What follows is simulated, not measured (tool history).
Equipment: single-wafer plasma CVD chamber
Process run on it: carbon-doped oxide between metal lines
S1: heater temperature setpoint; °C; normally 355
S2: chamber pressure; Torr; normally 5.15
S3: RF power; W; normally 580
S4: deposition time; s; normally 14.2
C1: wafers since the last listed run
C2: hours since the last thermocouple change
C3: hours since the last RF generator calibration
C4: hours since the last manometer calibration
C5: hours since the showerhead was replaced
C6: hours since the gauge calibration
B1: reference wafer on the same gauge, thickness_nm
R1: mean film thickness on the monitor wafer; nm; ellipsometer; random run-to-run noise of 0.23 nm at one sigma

Run 1, day 0.000: usual settings but S2 4.83 Torr; C1 0; C2 714.7; C3 2252.2; C4 1293.0; C5 6520.8; C6 1607.0; B1 94.263. Result: R1 80.195 nm.
At day 1.108: RF generator calibrated.
Run 2, day 2.900: usual settings; C1 1741; C2 784.3; C3 43.0; C4 1362.6; C5 6590.4; C6 1676.6; B1 94.068. Result: R1 81.030 nm.
Run 3, day 4.729: usual settings; C1 1240; C2 828.2; C3 86.9; C4 1406.5; C5 6634.3; C6 1720.5; B1 94.101. Result: R1 81.089 nm.
At day 5.888: capacitance manometer re-zeroed and calibrated.
Run 4, day 6.054: usual settings; C1 672; C2 860.0; C3 118.7; C4 4.0; C5 6666.1; C6 1752.3; B1 93.823. Result: R1 80.904 nm.
Run 5, day 7.600: usual settings; C1 1048; C2 897.1; C3 155.8; C4 41.1; C5 6703.2; C6 1789.4; B1 93.943. Result: R1 80.335 nm.
Run 6, day 9.050: usual settings; C1 983; C2 931.9; C3 190.6; C4 75.9; C5 6738.0; C6 1824.2; B1 93.861. Result: R1 80.751 nm.
At day 10.442: gauge calibrated.
Run 7, day 10.692: usual settings but S1 350 °C; C1 1113; C2 971.3; C3 230.0; C4 115.3; C5 6777.4; C6 6.0; B1 95.821. Result: R1 83.210 nm.
Run 8, day 11.804: usual settings but S1 344 °C, S2 5.74 Torr, S3 685 W, S4 13.3 s; C1 754; C2 998.0; C3 256.7; C4 142.0; C5 6804.1; C6 32.7; B1 95.849. Result: R1 89.248 nm.
Run 9, day 13.892: usual settings but S1 344 °C; C1 1416; C2 1048.1; C3 306.8; C4 192.1; C5 6854.2; C6 82.8; B1 95.876. Result: R1 85.076 nm.
At day 14.488: thermocouple changed; heater temperature recalibrated.
Run 10, day 16.267: usual settings but S2 4.72 Torr, S4 15.4 s; C1 1385; C2 42.7; C3 363.8; C4 249.1; C5 6911.2; C6 139.8; B1 95.784. Result: R1 88.288 nm.
Run 11, day 19.208: usual settings but S2 5.83 Torr, S3 645 W, S4 12.6 s; C1 1995; C2 113.3; C3 434.4; C4 319.7; C5 6981.8; C6 210.4; B1 95.759. Result: R1 79.339 nm.
Run 12, day 21.475: usual settings; C1 1537; C2 167.7; C3 488.8; C4 374.1; C5 7036.2; C6 264.8; B1 95.699. Result: R1 82.085 nm.
Run 13, day 24.129: usual settings; C1 1800; C2 231.4; C3 552.5; C4 437.8; C5 7099.9; C6 328.5; B1 95.655. Result: R1 82.272 nm.
Run 14, day 26.158: usual settings but S2 4.72 Torr, S4 15.4 s; C1 1376; C2 280.1; C3 601.2; C4 486.5; C5 7148.6; C6 377.2; B1 95.618. Result: R1 88.134 nm.
At day 27.242: showerhead replaced.
Run 15, day 28.708: usual settings; C1 1503; C2 341.3; C3 662.4; C4 547.7; C5 35.2; C6 438.4; B1 95.666. Result: R1 82.384 nm.
Run 16, day 34.488: usual settings but S1 368 °C, S2 5.68 Torr, S3 525 W, S4 16.9 s; C1 3920; C2 480.0; C3 801.1; C4 686.4; C5 173.9; C6 577.1; B1 95.456. Result: R1 89.420 nm.
Run 17, day 37.417: usual settings but S2 4.24 Torr, S4 13.5 s; C1 1987; C2 550.3; C3 871.4; C4 756.7; C5 244.2; C6 647.4; B1 95.542. Result: R1 76.740 nm.
Run 18, day 40.071: usual settings but S1 365 °C, S2 6.07 Torr; C1 1800; C2 614.0; C3 935.1; C4 820.4; C5 307.9; C6 711.1; B1 95.579. Result: R1 81.672 nm.
Run 19, day 41.104: usual settings but S3 650 W; C1 700; C2 638.8; C3 959.9; C4 845.2; C5 332.7; C6 735.9; B1 95.494. Result: R1 88.761 nm.
Run 20, day 43.129: usual settings; C1 1373; C2 687.4; C3 1008.5; C4 893.8; C5 381.3; C6 784.5; B1 95.391. Result: R1 82.056 nm.
Run 21, day 45.508: usual settings; C1 1613; C2 744.5; C3 1065.6; C4 950.9; C5 438.4; C6 841.6; B1 95.434. Result: R1 82.349 nm.
Run 22, day 47.712: usual settings but S2 4.61 Torr, S4 15.4 s; C1 1495; C2 797.4; C3 1118.5; C4 1003.8; C5 491.3; C6 894.5; B1 95.310. Result: R1 87.749 nm.
Run 23, day 49.775: usual settings but S2 3.96 Torr; C1 1399; C2 846.9; C3 1168.0; C4 1053.3; C5 540.8; C6 944.0; B1 95.251. Result: R1 79.681 nm.
Run 24, day 54.254: usual settings but S2 4.76 Torr, S3 535 W; C1 3038; C2 954.4; C3 1275.5; C4 1160.8; C5 648.3; C6 1051.5; B1 95.151. Result: R1 76.941 nm.
At day 56.279: thermocouple changed; heater temperature recalibrated.
Run 25, day 57.196: usual settings but S1 362 °C; C1 1769; C2 22.0; C3 1346.1; C4 1231.4; C5 718.9; C6 1122.1; B1 95.053. Result: R1 80.023 nm.
At day 58.754: capacitance manometer re-zeroed and calibrated.
Run 26, day 61.167: usual settings but S4 16.7 s; C1 2467; C2 117.3; C3 1441.4; C4 57.9; C5 814.2; C6 1217.4; B1 94.907. Result: R1 96.179 nm.
Run 27, day 63.529: usual settings; C1 1602; C2 174.0; C3 1498.1; C4 114.6; C5 870.9; C6 1274.1; B1 94.806. Result: R1 81.473 nm.
Run 28, day 64.588: usual settings; C1 717; C2 199.4; C3 1523.5; C4 140.0; C5 896.3; C6 1299.5; B1 94.935. Result: R1 81.510 nm.

Each row is a separate what-if for the run after 28, all from the same tool condition, not one after another. Results?
Run A, day 64.604: usual settings but S4 16.2 s; C1 11; C2 199.8; C3 1523.9; C4 140.4; C5 896.7; C6 1299.9; B1 ?. Result: R1 ?.
Run B, day 64.604: usual settings but S1 346 °C, S2 6.32 Torr, S3 540 W, S4 15.2 s; C1 11; C2 199.8; C3 1523.9; C4 140.4; C5 896.7; C6 1299.9; B1 ?. Result: R1 ?.
Run C, day 64.604: usual settings but S2 5.53 Torr, S4 11.6 s; C1 11; C2 199.8; C3 1523.9; C4 140.4; C5 896.7; C6 1299.9; B1 ?. Result: R1 ?.
Run D, day 64.604: usual settings but S1 341 °C, S2 5.52 Torr, S3 550 W, S4 11.5 s; C1 11; C2 199.8; C3 1523.9; C4 140.4; C5 896.7; C6 1299.9; B1 ?. Result: R1 ?.

run      B1      R1
  A  94.948  92.628
  B  94.948  86.853
  C  94.948  67.256
  D  94.948  67.006
What these runs would have given with no unlogged condition in the tool:
run      R1
  A  93.767
  B  87.921
  C  68.082
  D  67.829
